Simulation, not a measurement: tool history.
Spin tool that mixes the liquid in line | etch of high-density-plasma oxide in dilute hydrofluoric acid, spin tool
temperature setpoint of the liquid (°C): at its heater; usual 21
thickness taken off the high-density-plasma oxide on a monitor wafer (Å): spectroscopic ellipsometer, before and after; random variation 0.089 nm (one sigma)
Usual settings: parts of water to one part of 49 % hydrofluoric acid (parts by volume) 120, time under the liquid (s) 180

| run | hour | temperature setpoint of the liquid (°C) | parts of water to one part of 49 % hydrofluoric acid (parts by volume) | time under the liquid (s) | read-back film thickness of the high-density-plasma oxide reference wafer, read on the same gauge (nm) | thickness taken off the high-density-plasma oxide on a monitor wafer (Å) |
|---|---|---|---|---|---|---|
| 1 | 0 | 21 | 85 | 180 | 100.04 | 152.7 |
|  | 3.8 | thermometer replaced |
| 2 | 26.6 | 21 | 120 | 180 | 100.03 | 103.9 |
| 3 | 213.4 | 21 | 120 | 180 | 99.97 | 105.2 |
| 4 | 261.6 | 21 | 120 | 180 | 99.98 | 104.1 |
| 5 | 300.6 | 21 | 120 | 180 | 99.99 | 105.1 |
| 6 | 353.9 | 21 | 120 | 180 | 99.97 | 104.7 |
| 7 | 394 | 21 | 120 | 180 | 99.97 | 105.9 |
| 8 | 433.9 | 21 | 120 | 180 | 99.98 | 105.9 |
| 9 | 479.7 | 21 | 120 | 180 | 99.97 | 104.5 |
| 10 | 527.1 | 21 | 120 | 215 | 99.98 | 124.1 |
| 11 | 584.1 | 22 | 120 | 115 | 99.99 | 69.9 |
| 12 | 619.3 | 22 | 120 | 115 | 100.03 | 69.8 |
| 13 | 649 | 18 | 70 | 290 | 99.99 | 268.1 |
|  | 673.8 | hydrofluoric acid flow meter replaced |
| 14 | 683.9 | 22.5 | 80 | 135 | 100.04 | 131.6 |
| 15 | 754.3 | 21 | 120 | 180 | 99.99 | 104.7 |
| 16 | 780.7 | 21 | 145 | 180 | 100.02 | 85.4 |
|  | 804.8 | thermometer replaced |
| 17 | 831 | 21 | 60 | 180 | 99.97 | 226.2 |
| 18 | 855.6 | 21 | 120 | 220 | 100 | 130.1 |
|  | 855.6 | gauge calibrated |
| 19 | 925.6 | 21 | 170 | 235 | 99.99 | 91.1 |
| 20 | 971.2 | 17 | 135 | 135 | 100.01 | 59.4 |
| 21 | 1036.6 | 18.5 | 175 | 270 | 100.01 | 92 |
| 22 | 1069.8 | 24.5 | 120 | 180 | 100.01 | 118.8 |
| 23 | 1115.9 | 21 | 145 | 180 | 100.02 | 85 |
| 24 | 1174 | 24 | 145 | 110 | 99.95 | 57.9 |
| 25 | 1238.7 | 21 | 120 | 230 | 100 | 134.1 |
| 26 | 1289.6 | 23 | 145 | 115 | 100.03 | 58.8 |
| 27 | 1315.4 | 23.5 | 140 | 180 | 99.97 | 96.5 |
| 28 | 1344.4 | 18.5 | 65 | 180 | 100 | 186.4 |
| 29 | 1382.2 | 21 | 120 | 180 | 100 | 105.8 |
| 30 | 1424.2 | 22 | 120 | 115 | 99.96 | 70.6 |
| 31 | 1473.1 | 21 | 120 | 180 | 99.97 | 107.1 |
| 32 | 1530.7 | 24.5 | 95 | 275 | 100.02 | 242.3 |
|  | 1569.5 | thermometer replaced |
| 33 | 1575.6 | 17 | 85 | 255 | 100.02 | 186.4 |

3 ways to go on from here, each from the tool as it stands after run 33. What would each give?
| A | 1576.1 | 21 | 120 | 130 | ? | ? |
| B | 1576.1 | 25.5 | 75 | 140 | ? | ? |
| C | 1576.1 | 21 | 120 | 150 | ? | ? |

| run | read-back film thickness of the high-density-plasma oxide reference wafer, read on the same gauge (nm) | thickness taken off the high-density-plasma oxide on a monitor wafer (Å) |
|---|---|---|
| A | 99.98 | 76.3 |
| B | 99.98 | 166.3 |
| C | 99.98 | 88.1 |
Without the tool's hidden state the same runs would have given:
| run | thickness taken off the high-density-plasma oxide on a monitor wafer (Å) |
|---|---|
| A | 76.3 |
| B | 166.3 |
| C | 88.1 |
